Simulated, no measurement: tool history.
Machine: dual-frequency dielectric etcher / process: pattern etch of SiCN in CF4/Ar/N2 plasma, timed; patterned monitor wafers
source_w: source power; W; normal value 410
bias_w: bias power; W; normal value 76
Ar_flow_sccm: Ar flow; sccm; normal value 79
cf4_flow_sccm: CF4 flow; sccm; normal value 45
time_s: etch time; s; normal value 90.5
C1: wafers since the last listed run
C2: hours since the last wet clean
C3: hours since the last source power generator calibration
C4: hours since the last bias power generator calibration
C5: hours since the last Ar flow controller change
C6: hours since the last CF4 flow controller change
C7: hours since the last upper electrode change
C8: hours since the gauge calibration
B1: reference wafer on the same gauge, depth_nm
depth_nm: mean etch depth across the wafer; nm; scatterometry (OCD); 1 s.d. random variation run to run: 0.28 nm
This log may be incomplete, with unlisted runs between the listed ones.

run 1 day=0.000 | source_w=410 bias_w=76 Ar_flow_sccm=79 cf4_flow_sccm=52 time_s=90.5 | C1=0 C2=298.8 C3=3902.0 C4=1978.5 C5=3213.8 C6=5505.9 C7=5431.6 C8=915.4 | B1=71.4 | depth_nm=64.6
run 2 day=3.496 | source_w=410 bias_w=76 Ar_flow_sccm=79 cf4_flow_sccm=45 time_s=90.5 | C1=833 C2=382.7 C3=3985.9 C4=2062.4 C5=3297.7 C6=5589.8 C7=5515.5 C8=999.3 | B1=71.4 | depth_nm=63.1
run 3 day=6.025 | source_w=410 bias_w=76 Ar_flow_sccm=79 cf4_flow_sccm=45 time_s=90.5 | C1=603 C2=443.4 C3=4046.6 C4=2123.1 C5=3358.4 C6=5650.5 C7=5576.2 C8=1060.0 | B1=71.4 | depth_nm=62.3
run 4 day=9.158 | source_w=410 bias_w=76 Ar_flow_sccm=79 cf4_flow_sccm=45 time_s=90.5 | C1=747 C2=518.6 C3=4121.8 C4=2198.3 C5=3433.6 C6=5725.7 C7=5651.4 C8=1135.2 | B1=71.4 | depth_nm=61.7
-- day=14.442 wet clean of the chamber
run 5 day=14.462 | source_w=410 bias_w=76 Ar_flow_sccm=79 cf4_flow_sccm=45 time_s=90.5 | C1=1026 C2=0.5 C3=4249.1 C4=2325.6 C5=3560.9 C6=5853.0 C7=5778.7 C8=1262.5 | B1=71.4 | depth_nm=64.7
run 6 day=15.650 | source_w=410 bias_w=76 Ar_flow_sccm=79 cf4_flow_sccm=45 time_s=90.5 | C1=283 C2=29.0 C3=4277.6 C4=2354.1 C5=3589.4 C6=5881.5 C7=5807.2 C8=1291.0 | B1=71.4 | depth_nm=64.2
-- day=17.883 CF4 flow controller replaced
run 7 day=19.567 | source_w=410 bias_w=76 Ar_flow_sccm=91 cf4_flow_sccm=45 time_s=90.5 | C1=874 C2=123.0 C3=4371.6 C4=2448.1 C5=3683.4 C6=40.4 C7=5901.2 C8=1385.0 | B1=71.4 | depth_nm=62.0
run 8 day=22.125 | source_w=410 bias_w=76 Ar_flow_sccm=91 cf4_flow_sccm=45 time_s=90.5 | C1=610 C2=184.4 C3=4433.0 C4=2509.5 C5=3744.8 C6=101.8 C7=5962.6 C8=1446.4 | B1=71.4 | depth_nm=62.0
run 9 day=25.625 | source_w=410 bias_w=76 Ar_flow_sccm=91 cf4_flow_sccm=45 time_s=90.5 | C1=834 C2=268.4 C3=4517.0 C4=2593.5 C5=3828.8 C6=185.8 C7=6046.6 C8=1530.4 | B1=71.4 | depth_nm=61.5
run 10 day=28.854 | source_w=410 bias_w=87 Ar_flow_sccm=79 cf4_flow_sccm=45 time_s=75.0 | C1=770 C2=345.9 C3=4594.5 C4=2671.0 C5=3906.3 C6=263.3 C7=6124.1 C8=1607.9 | B1=71.4 | depth_nm=54.0
-- day=30.175 upper electrode replaced
run 11 day=33.204 | source_w=410 bias_w=76 Ar_flow_sccm=79 cf4_flow_sccm=45 time_s=90.5 | C1=799 C2=450.3 C3=4698.9 C4=2775.4 C5=4010.7 C6=367.7 C7=72.7 C8=1712.3 | B1=71.4 | depth_nm=63.0
-- day=36.212 gauge calibrated
run 12 day=37.662 | source_w=410 bias_w=76 Ar_flow_sccm=79 cf4_flow_sccm=45 time_s=90.5 | C1=1063 C2=557.3 C3=4805.9 C4=2882.4 C5=4117.7 C6=474.7 C7=179.7 C8=34.8 | B1=71.5 | depth_nm=62.1
-- day=38.192 bias power generator calibrated
-- day=38.608 source power generator calibrated
run 13 day=39.962 | source_w=410 bias_w=76 Ar_flow_sccm=94 cf4_flow_sccm=45 time_s=90.5 | C1=469 C2=612.5 C3=32.5 C4=42.5 C5=4172.9 C6=529.9 C7=234.9 C8=90.0 | B1=71.4 | depth_nm=59.3
-- day=42.967 wet clean of the chamber
run 14 day=42.988 | source_w=450 bias_w=91 Ar_flow_sccm=79 cf4_flow_sccm=50 time_s=68.5 | C1=482 C2=0.5 C3=105.1 C4=115.1 C5=4245.5 C6=602.5 C7=307.5 C8=162.6 | B1=71.3 | depth_nm=55.8

The next listed run, before its measurement:
run 15 day=43.675 | source_w=490 bias_w=94 Ar_flow_sccm=79 cf4_flow_sccm=53 time_s=70.5 | C1=163 C2=17.0 C3=121.6 C4=131.6 C5=4262.0 C6=619.0 C7=324.0 C8=179.1 | B1=? | depth_nm=?

B1: 71.4
depth_nm: 62.2 nm
Had the tool carried no hidden state, the very same run would have given depth_nm 62.8 nm.
